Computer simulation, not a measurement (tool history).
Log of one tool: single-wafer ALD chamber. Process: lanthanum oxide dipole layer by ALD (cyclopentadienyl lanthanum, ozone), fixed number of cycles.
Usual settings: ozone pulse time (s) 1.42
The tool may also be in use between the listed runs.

run,day,ozone pulse time (s),wafers since the last listed run,hours since the last thermocouple change,hours since the last ozone generator service,hours since the showerhead was replaced,hours since the gauge calibration,"read-back reference wafer on the same gauge, thickness_nm",mean film thickness on the monitor wafer (angstrom)
1,0,1.42,0,612.2,1154.3,2007.7,271.5,0.528,5.15
2,2.646,1.42,1338,675.7,1217.8,2071.2,335,0.528,5.15
3,5.188,1.81,1285,736.7,1278.8,2132.2,396,0.527,5.4
4,6.242,1.81,533,762,1304.1,2157.5,421.3,0.528,5.43
5,8.629,1.42,1207,819.3,1361.4,2214.8,478.6,0.528,5.13
6,9.904,1.42,644,849.9,1392,2245.4,509.2,0.527,5.13
# day 11.379: ozone generator serviced
7,11.4,1.42,587,885.8,0.5,2281.3,545.1,0.527,5.44
8,13.438,1.42,1030,934.7,49.4,2330.2,594,0.528,5.44
9,14.629,1.06,602,963.3,78,2358.8,622.6,0.528,5.12
10,15.646,1.83,514,987.7,102.4,2383.2,647,0.528,5.62
# day 17.196: thermocouple changed; heater temperature recalibrated
# day 18.204: showerhead replaced
11,18.8,1.42,1258,38.5,178.1,14.3,722.7,0.527,5.38
12,20.617,1.16,918,82.1,221.7,57.9,766.3,0.527,5.09
# day 21.667: gauge calibrated
13,22.712,1.68,1060,132.4,272,108.2,25.1,0.527,5.51
14,24.521,1.42,914,175.8,315.4,151.6,68.5,0.528,5.28
15,25.829,1.2,661,207.2,346.8,183,99.9,0.528,5.1
16,27.683,0.98,937,251.7,391.3,227.5,144.4,0.528,4.84
17,29.733,1.69,1036,300.9,440.5,276.7,193.6,0.528,5.42
18,32.075,0.87,1184,357.1,496.7,332.9,249.8,0.528,4.6

Some steps in mean film thickness on the monitor wafer (angstrom), run to run, broken into two amounts with sign: the step expected even without the hidden condition (settings, incoming material, random variation), and the rest, left for the hidden condition together with whatever gauge scatter is not in both the measured and the hidden-condition-free result:
Hidden state at play: wafer temperature above the value expected at the setpoint (K); ozone dose above that of a generator just serviced (%); gauge reads high (%).
Run 6 -> 7: ozone generator serviced. mean film thickness on the monitor wafer (angstrom) +0.31: hidden state +0.37, all else -0.06.
Run 17 -> 18: ozone pulse time (s) 1.69 -> 0.87. mean film thickness on the monitor wafer (angstrom) -0.82: hidden state -0.24, all else -0.58.

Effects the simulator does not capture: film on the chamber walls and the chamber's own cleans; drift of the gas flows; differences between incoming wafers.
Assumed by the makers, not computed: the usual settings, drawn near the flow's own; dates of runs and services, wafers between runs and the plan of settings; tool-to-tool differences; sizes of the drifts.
